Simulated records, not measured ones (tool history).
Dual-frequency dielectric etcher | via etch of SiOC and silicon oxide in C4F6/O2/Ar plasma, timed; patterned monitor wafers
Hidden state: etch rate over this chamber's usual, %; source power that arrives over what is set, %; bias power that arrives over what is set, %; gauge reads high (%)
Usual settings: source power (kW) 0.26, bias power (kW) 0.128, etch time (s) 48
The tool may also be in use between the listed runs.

run	hour	source power (kW)	bias power (kW)	etch time (s)	wafers since the last listed run	hours since the last wet clean	hours since the last source power generator calibration	hours since the last bias power generator calibration	hours since the last upper electrode change	hours since the gauge calibration	read-back reference wafer on the same gauge, depth_nm	mean etch depth across the wafer (nm)
1	0	0.26	0.128	48	0	319.3	4065.9	3468	1317.6	490	41.72	39.78
# hour 9.5: wet clean of the chamber
2	47.1	0.28	0.137	48	577	37.6	4113	3515.1	1364.7	537.1	41.81	44.04
3	76.6	0.28	0.137	48	452	67.1	4142.5	3544.6	1394.2	566.6	41.83	43.52
4	115.1	0.26	0.112	48	591	105.6	4181	3583.1	1432.7	605.1	41.82	38.49
5	185.4	0.26	0.128	36.5	1079	175.9	4251.3	3653.4	1503	675.4	41.82	30.86
6	252.2	0.26	0.128	36.5	1025	242.7	4318.1	3720.2	1569.8	742.2	41.84	30.7
# hour 355.5: wet clean of the chamber
7	356	0.26	0.128	36.5	1225	0.5	4421.9	3824	1673.6	846	41.8	32.34
8	417.3	0.26	0.128	48	941	61.8	4483.2	3885.3	1734.9	907.3	41.76	41.82
9	452.1	0.26	0.128	48	534	96.6	4518	3920.1	1769.7	942.1	41.79	41.5
# hour 472.9: bias power generator calibrated
10	502	0.26	0.128	48	704	146.5	4567.9	29.1	1819.6	992	41.76	41.12
11	533.6	0.26	0.128	48	485	178.1	4599.5	60.7	1851.2	1023.6	41.76	40.72
12	561.5	0.26	0.128	48	428	206	4627.4	88.6	1879.1	1051.5	41.8	41.03
13	587	0.26	0.128	48	391	231.5	4652.9	114.1	1904.6	1077	41.83	40.67
14	630.2	0.26	0.113	48	663	274.7	4696.1	157.3	1947.8	1120.2	41.73	38.43
15	661.2	0.28	0.128	48	475	305.7	4727.1	188.3	1978.8	1151.2	41.79	41.65
# hour 724.8: wet clean of the chamber
16	725.3	0.26	0.128	48	615	0.5	4791.2	252.4	2042.9	1215.3	41.77	42.32
17	759	0.26	0.128	48	517	34.2	4824.9	286.1	2076.6	1249	41.75	41.89
# hour 809.3: upper electrode replaced
18	809.8	0.24	0.144	52	411	85	4875.7	336.9	0.5	1299.8	41.73	46.32
# hour 834.7: gauge calibrated
19	853.9	0.26	0.15	48	677	129.1	4919.8	381	44.6	19.2	41.74	44.53
20	920.9	0.26	0.128	62	1028	196.1	4986.8	448	111.6	86.2	41.83	53.08
# hour 931.2: source power generator calibrated
21	978.4	0.26	0.15	48	821	253.6	47.2	505.5	169.1	143.7	41.82	43.59
# hour 1035: wet clean of the chamber
22	1035.5	0.31	0.128	48	508	0.5	104.3	562.6	226.2	200.8	41.77	44.56
23	1060.5	0.22	0.146	48	383	25.5	129.3	587.6	251.2	225.8	41.72	42.41
24	1122	0.24	0.112	35.5	944	87	190.8	649.1	312.7	287.3	41.74	28.08
25	1184.7	0.26	0.128	48	962	149.7	253.5	711.8	375.4	350	41.84	41.04
26	1247	0.26	0.128	48	956	212	315.8	774.1	437.7	412.3	41.83	40.45

Forecast each of these 3 alternatives for the next run:
A	1247.4	0.26	0.128	48	6	212.4	316.2	774.5	438.1	412.7	?	?
B	1247.4	0.26	0.143	48	6	212.4	316.2	774.5	438.1	412.7	?	?
C	1247.4	0.3	0.128	42	6	212.4	316.2	774.5	438.1	412.7	?	?

run	read-back reference wafer on the same gauge, depth_nm	mean etch depth across the wafer (nm)
A	41.74	40.7
B	41.74	42.75
C	41.74	37.3
Without the tool's hidden state the same runs would have given:
run	mean etch depth across the wafer (nm)
A	42
B	44.11
C	38.49

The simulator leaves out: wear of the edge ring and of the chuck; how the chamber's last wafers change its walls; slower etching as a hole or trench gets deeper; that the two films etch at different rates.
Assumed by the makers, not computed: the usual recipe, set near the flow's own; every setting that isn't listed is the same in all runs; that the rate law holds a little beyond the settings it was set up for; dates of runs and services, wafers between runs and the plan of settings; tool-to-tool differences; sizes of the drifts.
